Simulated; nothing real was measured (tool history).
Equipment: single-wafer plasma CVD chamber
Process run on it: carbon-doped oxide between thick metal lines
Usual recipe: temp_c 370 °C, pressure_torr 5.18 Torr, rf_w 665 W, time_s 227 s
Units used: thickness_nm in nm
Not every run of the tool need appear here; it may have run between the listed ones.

| run | day | temp_c | pressure_torr | rf_w | time_s | read-back reference wafer on the same gauge, thickness_nm | thickness_nm |
|---|---|---|---|---|---|---|---|
| 1 | 0.000 | 370 | 5.18 | 665 | 227 | 1019.615 | 1159.080 |
| 2 | 0.788 | 370 | 5.18 | 665 | 227 | 1019.099 | 1158.239 |
| 3 | 1.921 | 370 | 5.18 | 665 | 227 | 1020.157 | 1154.608 |
| 4 | 2.983 | 370 | 5.18 | 665 | 227 | 1020.101 | 1147.667 |
| 5 | 3.729 | 370 | 5.18 | 665 | 227 | 1020.216 | 1152.888 |
| 6 | 4.246 | 370 | 5.18 | 635 | 227 | 1019.716 | 1095.100 |
| 7 | 4.771 | 370 | 5.18 | 665 | 227 | 1019.697 | 1148.165 |
| 8 | 6.129 | 370 | 5.18 | 665 | 227 | 1021.309 | 1146.069 |
| 9 | 7.158 | 370 | 5.18 | 665 | 227 | 1020.092 | 1140.247 |
| 10 | 10.025 | 370 | 5.18 | 665 | 227 | 1019.259 | 1134.892 |
| 11 | 10.650 | 370 | 5.18 | 665 | 227 | 1019.948 | 1134.567 |
|  | 11.783 | RF generator calibrated |
| 12 | 11.858 | 370 | 5.18 | 665 | 227 | 1020.801 | 1189.479 |
| 13 | 12.908 | 370 | 5.18 | 665 | 227 | 1018.682 | 1189.822 |
|  | 13.296 | capacitance manometer re-zeroed and calibrated |
| 14 | 13.454 | 370 | 5.18 | 665 | 227 | 1021.927 | 1182.807 |
| 15 | 14.029 | 379 | 5.18 | 725 | 253 | 1020.701 | 1418.540 |
| 16 | 15.354 | 370 | 4.17 | 585 | 185 | 1019.648 | 818.494 |
| 17 | 16.392 | 370 | 5.18 | 665 | 227 | 1019.458 | 1199.110 |
| 18 | 17.867 | 370 | 4.17 | 585 | 185 | 1020.280 | 818.989 |
| 19 | 19.071 | 374 | 5.18 | 605 | 227 | 1020.340 | 1068.369 |
| 20 | 19.754 | 385 | 6.31 | 745 | 251 | 1019.664 | 1452.599 |
| 21 | 20.342 | 380 | 5.18 | 665 | 210 | 1021.047 | 1080.886 |
|  | 21.104 | gauge calibrated |
| 22 | 21.521 | 359 | 5.18 | 665 | 204 | 1018.266 | 1088.643 |
|  | 22.162 | showerhead replaced, of another model than before |
|  | 22.625 | thermocouple changed; heater temperature recalibrated |
| 23 | 22.646 | 361 | 5.18 | 665 | 202 | 1020.840 | 1081.602 |
| 24 | 24.538 | 384 | 4.69 | 745 | 256 | 1019.815 | 1398.098 |
| 25 | 25.683 | 361 | 5.18 | 665 | 202 | 1021.046 | 1073.838 |
| 26 | 28.917 | 362 | 6.18 | 600 | 212 | 1020.717 | 1060.560 |
| 27 | 30.271 | 370 | 5.18 | 730 | 213 | 1019.183 | 1181.021 |
| 28 | 30.821 | 370 | 5.18 | 775 | 227 | 1020.415 | 1312.165 |

Forecast each of these 3 alternatives for the next run:
| A | 30.842 | 370 | 5.18 | 665 | 227 | ? | ? |
| B | 30.842 | 375 | 4.79 | 665 | 249 | ? | ? |
| C | 30.842 | 361 | 4.47 | 745 | 227 | ? | ? |

| run | read-back reference wafer on the same gauge, thickness_nm | thickness_nm |
|---|---|---|
| A | 1020.973 | 1186.017 |
| B | 1020.973 | 1281.995 |
| C | 1020.973 | 1283.388 |
The same runs, with their run-to-run variation unchanged, on a tool lacking any hidden condition would have given:
| run | thickness_nm |
|---|---|
| A | 1193.698 |
| B | 1290.298 |
| C | 1291.700 |
